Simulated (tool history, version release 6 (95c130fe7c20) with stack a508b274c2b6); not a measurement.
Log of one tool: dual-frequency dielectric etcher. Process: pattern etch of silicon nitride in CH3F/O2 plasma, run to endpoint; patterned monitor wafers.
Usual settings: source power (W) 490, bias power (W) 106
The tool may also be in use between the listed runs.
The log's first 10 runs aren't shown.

run,hour,source power (W),bias power (W),"incoming incoming film thickness, nm",endpoint time (s)
11,164.0,490,106,86.7,86.0
12,178.7,490,106,87.6,86.9
13,191.8,490,106,86.5,86.0
# hour 205.6: bias power generator calibrated
14,206.1,550,115,86.9,80.8
15,212.4,490,106,86.9,86.8
16,228.4,420,106,86.5,90.3
17,245.9,490,106,86.3,86.0
18,255.6,410,94,88.0,98.5
19,265.4,390,106,86.5,92.1
20,273.7,490,106,86.8,86.2
21,280.5,490,106,85.5,85.3
22,291.1,490,106,86.7,87.5
23,300.6,580,91,85.8,87.8
24,306.7,490,106,87.0,87.4
25,323.6,430,92,86.4,96.3
26,340.6,380,84,86.3,103.8
27,392.2,530,117,85.9,81.4
28,407.7,490,131,87.0,80.1
29,417.8,580,106,86.8,84.2
30,435.2,490,106,85.9,87.9
31,451.4,490,106,87.0,88.4
32,466.6,440,113,86.3,89.2
33,478.4,490,106,86.4,89.6
34,486.3,550,99,86.9,90.0

Forecast each of these 5 alternatives for the next run:
A,486.8,540,106,85.9,?
B,486.8,560,126,85.9,?
C,486.8,440,99,85.9,?
D,486.8,490,98,85.9,?
E,486.8,580,86,85.9,?

run,endpoint time (s)
A,87.0
B,79.4
C,95.1
D,92.8
E,94.0
Without the tool's hidden state the same runs would have given:
run,endpoint time (s)
A,82.1
B,74.9
C,89.7
D,87.5
E,88.7
